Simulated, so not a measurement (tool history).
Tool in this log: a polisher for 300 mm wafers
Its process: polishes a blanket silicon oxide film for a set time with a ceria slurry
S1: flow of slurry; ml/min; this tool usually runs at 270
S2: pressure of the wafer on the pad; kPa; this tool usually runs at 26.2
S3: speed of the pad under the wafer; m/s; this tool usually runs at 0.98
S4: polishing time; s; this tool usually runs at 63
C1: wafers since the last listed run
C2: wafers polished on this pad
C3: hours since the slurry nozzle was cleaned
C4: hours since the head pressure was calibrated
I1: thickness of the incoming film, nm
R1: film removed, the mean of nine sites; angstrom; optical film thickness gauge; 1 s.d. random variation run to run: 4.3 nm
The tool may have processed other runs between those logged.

run,hour,S1,S2,S3,S4,C1,C2,C3,C4,I1,R1
1,0,270,26.2,0.98,63,0,4626,251,654.8,1478.2,2729
# hour 78.8: head pressure recalibrated
2,101.4,270,26.2,0.98,63,760,5386,352.4,22.6,1465,2947
# hour 141.3: worn pad replaced by a new one
3,143.9,270,26.2,0.98,63,294,20,394.9,65.1,1475.7,2877
4,214.4,270,26.2,0.98,63,539,559,465.4,135.6,1484,2944
5,262.9,270,26.2,0.98,63,371,930,513.9,184.1,1459.1,2909
6,354.5,250,26.2,0.98,63,701,1632,605.5,275.7,1493.2,2877
7,401.7,270,26.2,0.98,68,361,1993,652.7,322.9,1469.1,3112
# hour 450.3: slurry nozzle cleaned
8,485.5,270,26.2,0.98,68,633,2627,35.2,406.7,1481.5,3013
9,542.4,270,26.2,0.98,68,435,3062,92.1,463.6,1477.6,3015
10,587,270,26.2,0.98,63,341,3404,136.7,508.2,1487.7,2747
11,651.7,270,26.2,0.98,63,495,3899,201.4,572.9,1505.8,2802
12,745.9,270,26.2,0.98,63,721,4620,295.6,667.1,1488.6,2690
# hour 796.4: worn pad replaced by a new one
# hour 797.3: head pressure recalibrated
13,839.2,270,26.2,0.98,68,676,320,388.9,41.9,1481.6,3071
14,900.7,190,21.4,0.98,81,470,791,450.4,103.4,1504.8,3012
15,963.6,270,26.2,1.1,63,481,1273,513.3,166.3,1457.6,3130
16,1017.2,270,26.2,0.98,63,410,1683,566.9,219.9,1469.8,2793
17,1063.5,270,29.6,0.98,70,354,2037,613.2,266.2,1459.8,3375
18,1128.3,295,23.4,0.86,43,495,2533,678,331,1467.5,1584
19,1174.3,185,26.2,0.98,63,352,2885,724,377,1500,2687
# hour 1211.8: slurry nozzle cleaned
20,1262.9,325,26.2,0.98,45,670,3556,51.1,465.6,1494.8,1993
21,1355.6,335,18.6,1.3,63,709,4265,143.8,558.3,1458.7,2854
# hour 1393.4: worn pad replaced by a new one
22,1414.5,200,26.2,0.98,48,420,161,202.7,617.2,1458.8,2017
# hour 1462.6: head pressure recalibrated
23,1494.4,325,26.2,1.32,78,596,757,282.6,31.8,1470.5,4988
24,1624,270,26.2,0.98,63,991,1749,412.2,161.4,1481.2,2862
25,1730.7,325,26.2,0.98,45,816,2566,518.9,268.1,1469.1,2120
# hour 1797.8: slurry nozzle cleaned
26,1810.1,270,26.2,0.98,63,600,3166,12.3,347.5,1486.4,2856
27,1848.5,250,26.2,0.98,63,293,3460,50.7,385.9,1457.8,2863
28,1906.2,270,26.2,0.98,63,441,3901,108.4,443.6,1465.9,2826
29,1988.7,270,29.6,1.22,83,631,4533,190.9,526.1,1496.5,4978
30,2044.6,325,26.2,0.98,45,427,4961,246.8,582,1494.6,1998
31,2111.6,245,29,1.22,63,512,5474,313.8,649,1456.3,3504
# hour 2117.7: worn pad replaced by a new one
# hour 2148.9: head pressure recalibrated
32,2177.9,225,34.5,0.64,69,461,445,380.1,29,1488.5,2499
33,2248.8,240,33.8,0.98,77,542,988,451,99.9,1472.2,4281
34,2346.7,270,22.1,0.72,46,749,1737,548.9,197.8,1513,1379
35,2385.6,270,17.9,0.98,63,297,2035,587.8,236.7,1449.3,2187
# hour 2412.2: slurry nozzle cleaned
36,2635.3,225,31.7,1.18,77,1903,3938,223.1,486.4,1499.9,4565

A few steps of R1 between consecutive runs. Split each: what settings, incoming material and random variation would produce without the hidden state, and what is left over for the hidden state, along with gauge scatter present in only one of the two compared results (measured, and without hidden state):
Hidden state at play: removal rate lost through wear of the pad, %; slurry flow missing at the pad, %; deviation of the head's pressure from its setpoint, %.
Run 1 -> 2: head pressure recalibrated. R1 +218 angstrom: hidden state +247, all else -29.
Run 22 -> 23: S1 200 -> 325, S3 0.98 -> 1.32, S4 48 -> 78, head pressure recalibrated. R1 +2971 angstrom: hidden state +203, all else +2768.
Run 29 -> 30: S1 270 -> 325, S2 29.6 -> 26.2, S3 1.22 -> 0.98, S4 83 -> 45. R1 -2980 angstrom: hidden state +113, all else -3093.
Run 31 -> 32: S1 245 -> 225, S2 29 -> 34.5, S3 1.22 -> 0.64, S4 63 -> 69, worn pad replaced by a new one, head pressure recalibrated. R1 -1005 angstrom: hidden state +273, all else -1278.
Run 33 -> 34: S1 240 -> 270, S2 33.8 -> 22.1, S3 0.98 -> 0.72, S4 77 -> 46. R1 -2902 angstrom: hidden state -16, all else -2886.
